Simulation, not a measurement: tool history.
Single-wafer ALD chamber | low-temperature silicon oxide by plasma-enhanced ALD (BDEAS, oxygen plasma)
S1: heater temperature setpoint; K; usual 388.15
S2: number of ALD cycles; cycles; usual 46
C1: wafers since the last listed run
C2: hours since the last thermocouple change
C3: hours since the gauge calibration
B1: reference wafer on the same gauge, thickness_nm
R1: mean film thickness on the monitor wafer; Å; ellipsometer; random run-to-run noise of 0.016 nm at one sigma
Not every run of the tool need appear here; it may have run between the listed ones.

run 1 hour=0.0 | S1=382.15 S2=46 | C1=0 C2=1290.4 C3=1299.9 | B1=6.108 | R1=64.17
run 2 hour=64.8 | S1=382.15 S2=46 | C1=276 C2=1355.2 C3=1364.7 | B1=6.112 | R1=64.76
run 3 hour=125.4 | S1=382.15 S2=46 | C1=259 C2=1415.8 C3=1425.3 | B1=6.110 | R1=64.36
run 4 hour=175.3 | S1=388.15 S2=44 | C1=213 C2=1465.7 C3=1475.2 | B1=6.107 | R1=60.76
run 5 hour=213.5 | S1=397.15 S2=40 | C1=163 C2=1503.9 C3=1513.4 | B1=6.110 | R1=54.42
run 6 hour=238.9 | S1=397.15 S2=40 | C1=108 C2=1529.3 C3=1538.8 | B1=6.113 | R1=54.23
run 7 hour=272.7 | S1=388.15 S2=46 | C1=144 C2=1563.1 C3=1572.6 | B1=6.108 | R1=63.45
run 8 hour=329.2 | S1=388.15 S2=46 | C1=241 C2=1619.6 C3=1629.1 | B1=6.109 | R1=63.66
run 9 hour=382.5 | S1=388.15 S2=50 | C1=227 C2=1672.9 C3=1682.4 | B1=6.108 | R1=69.30
run 10 hour=597.1 | S1=388.15 S2=50 | C1=917 C2=1887.5 C3=1897.0 | B1=6.110 | R1=69.11
run 11 hour=649.7 | S1=388.15 S2=46 | C1=224 C2=1940.1 C3=1949.6 | B1=6.112 | R1=63.52
run 12 hour=684.5 | S1=388.15 S2=46 | C1=148 C2=1974.9 C3=1984.4 | B1=6.109 | R1=63.19
run 13 hour=717.5 | S1=388.15 S2=46 | C1=141 C2=2007.9 C3=2017.4 | B1=6.106 | R1=63.38
run 14 hour=753.2 | S1=388.15 S2=46 | C1=152 C2=2043.6 C3=2053.1 | B1=6.109 | R1=63.67
-- hour=763.4 gauge calibrated
run 15 hour=789.4 | S1=388.15 S2=46 | C1=154 C2=2079.8 C3=26.0 | B1=6.111 | R1=63.35
run 16 hour=853.9 | S1=388.15 S2=46 | C1=275 C2=2144.3 C3=90.5 | B1=6.111 | R1=63.57
run 17 hour=900.1 | S1=400.15 S2=46 | C1=197 C2=2190.5 C3=136.7 | B1=6.107 | R1=61.73
run 18 hour=929.5 | S1=400.15 S2=46 | C1=125 C2=2219.9 C3=166.1 | B1=6.107 | R1=62.11
run 19 hour=1104.3 | S1=383.15 S2=43 | C1=747 C2=2394.7 C3=340.9 | B1=6.109 | R1=60.11
run 20 hour=1153.3 | S1=396.15 S2=38 | C1=209 C2=2443.7 C3=389.9 | B1=6.110 | R1=51.70
run 21 hour=1218.5 | S1=388.15 S2=46 | C1=278 C2=2508.9 C3=455.1 | B1=6.110 | R1=63.36
-- hour=1271.3 thermocouple changed; heater temperature recalibrated
run 22 hour=1274.8 | S1=401.15 S2=39 | C1=206 C2=3.5 C3=511.4 | B1=6.112 | R1=52.93
run 23 hour=1318.0 | S1=388.15 S2=50 | C1=184 C2=46.7 C3=554.6 | B1=6.108 | R1=69.47
run 24 hour=1356.1 | S1=380.15 S2=52 | C1=162 C2=84.8 C3=592.7 | B1=6.111 | R1=73.41
run 25 hour=1426.6 | S1=397.15 S2=46 | C1=301 C2=155.3 C3=663.2 | B1=6.110 | R1=62.60
run 26 hour=1456.6 | S1=393.15 S2=51 | C1=128 C2=185.3 C3=693.2 | B1=6.109 | R1=70.31
run 27 hour=1483.6 | S1=403.15 S2=46 | C1=115 C2=212.3 C3=720.2 | B1=6.111 | R1=61.89
run 28 hour=1550.6 | S1=379.15 S2=52 | C1=286 C2=279.3 C3=787.2 | B1=6.108 | R1=73.46
run 29 hour=1596.7 | S1=403.15 S2=37 | C1=197 C2=325.4 C3=833.3 | B1=6.111 | R1=50.20
run 30 hour=1749.0 | S1=388.15 S2=46 | C1=651 C2=477.7 C3=985.6 | B1=6.109 | R1=63.80
run 31 hour=1807.2 | S1=401.15 S2=53 | C1=248 C2=535.9 C3=1043.8 | B1=6.111 | R1=71.92
run 32 hour=1907.0 | S1=383.15 S2=53 | C1=426 C2=635.7 C3=1143.6 | B1=6.107 | R1=73.92
run 33 hour=1974.4 | S1=376.15 S2=52 | C1=288 C2=703.1 C3=1211.0 | B1=6.107 | R1=73.56

Predict the results of run 34:
run 34 hour=2017.1 | S1=403.15 S2=42 | C1=182 C2=745.8 C3=1253.7 | B1=? | R1=?

{"run 34": {"B1": 6.112, "R1": 56.47}}
Minus the tool's unlogged condition, the same run would have read R1 56.67 Å.

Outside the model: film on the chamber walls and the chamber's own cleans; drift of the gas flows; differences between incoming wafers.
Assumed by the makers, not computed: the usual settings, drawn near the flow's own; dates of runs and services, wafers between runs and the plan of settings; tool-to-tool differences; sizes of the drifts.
